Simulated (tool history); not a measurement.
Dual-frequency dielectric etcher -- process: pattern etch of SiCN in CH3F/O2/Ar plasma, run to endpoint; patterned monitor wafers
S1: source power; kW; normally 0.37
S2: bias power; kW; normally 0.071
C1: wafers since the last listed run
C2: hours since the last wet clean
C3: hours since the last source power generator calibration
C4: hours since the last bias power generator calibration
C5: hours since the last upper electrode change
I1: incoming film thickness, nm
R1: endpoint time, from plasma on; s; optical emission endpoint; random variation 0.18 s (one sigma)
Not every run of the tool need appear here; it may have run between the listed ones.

run,hour,S1,S2,C1,C2,C3,C4,C5,I1,R1
1,0,0.42,0.071,0,33.3,3560.2,1628,4086,9.52,23.1
2,32.3,0.42,0.071,476,65.6,3592.5,1660.3,4118.3,9.57,23.4
3,59.1,0.42,0.071,395,92.4,3619.3,1687.1,4145.1,9.64,23.4
4,99,0.37,0.075,588,132.3,3659.2,1727,4185,9.52,24.1
5,146.6,0.37,0.075,701,179.9,3706.8,1774.6,4232.6,9.65,24.6
6,186.5,0.37,0.071,588,219.8,3746.7,1814.5,4272.5,9.57,25.3
7,248.5,0.37,0.071,913,281.8,3808.7,1876.5,4334.5,9.66,25.3
8,302.9,0.37,0.071,801,336.2,3863.1,1930.9,4388.9,9.59,25
# hour 370.8: wet clean of the chamber
9,371.3,0.37,0.071,654,0.5,3931.5,1999.3,4457.3,9.64,25.4
10,398.5,0.37,0.071,400,27.7,3958.7,2026.5,4484.5,9.58,25.2
11,443.6,0.37,0.071,664,72.8,4003.8,2071.6,4529.6,9.55,25
12,508.6,0.37,0.057,958,137.8,4068.8,2136.6,4594.6,9.55,28.3
13,534.3,0.37,0.057,378,163.5,4094.5,2162.3,4620.3,9.54,28.5
14,565,0.37,0.057,452,194.2,4125.2,2193,4651,9.57,28.7
15,624.7,0.37,0.071,880,253.9,4184.9,2252.7,4710.7,9.51,24.9
# hour 636.2: bias power generator calibrated
16,653.4,0.37,0.071,364,282.6,4213.6,17.2,4739.4,9.6,25.4
# hour 698.5: wet clean of the chamber
17,699,0.45,0.054,318,0.5,4259.2,62.8,4785,9.52,26
18,718.9,0.32,0.066,293,20.4,4279.1,82.7,4804.9,9.54,28.4
# hour 751.3: source power generator calibrated
19,759,0.34,0.071,532,60.5,7.7,122.8,4845,9.63,26.6
20,789.1,0.37,0.057,443,90.6,37.8,152.9,4875.1,9.56,28.4
21,884.5,0.32,0.066,1406,186,133.2,248.3,4970.5,9.58,28.9
22,924.8,0.34,0.062,594,226.3,173.5,288.6,5010.8,9.55,28.6
23,961.8,0.37,0.071,545,263.3,210.5,325.6,5047.8,9.71,25.4
24,989.2,0.33,0.081,403,290.7,237.9,353,5075.2,9.64,25.1
25,1045.7,0.37,0.071,832,347.2,294.4,409.5,5131.7,9.66,25.4
# hour 1077.6: wet clean of the chamber
26,1082.9,0.33,0.057,194,5.3,331.6,446.7,5168.9,9.61,30.9
# hour 1157.3: upper electrode replaced
27,1157.8,0.4,0.079,750,80.2,406.5,521.6,0.5,9.65,22.9
28,1197,0.4,0.059,577,119.4,445.7,560.8,39.7,9.69,26.9
29,1263.3,0.37,0.071,977,185.7,512,627.1,106,9.59,25.3
30,1334.9,0.42,0.08,1055,257.3,583.6,698.7,177.6,9.5,21.8
31,1367.9,0.4,0.064,486,290.3,616.6,731.7,210.6,9.53,25.5
# hour 1418.9: wet clean of the chamber
32,1485.3,0.43,0.055,1376,66.4,734,849.1,328,9.52,26.3
33,1525.1,0.31,0.071,586,106.2,773.8,888.9,367.8,9.54,27.8

Give the tool's hidden conditions for every run:
etch rate over this chamber's usual, %: 0 in every run
source power that arrives over what is set, %: 0 in every run
bias power that arrives over what is set, %: 0 in every run
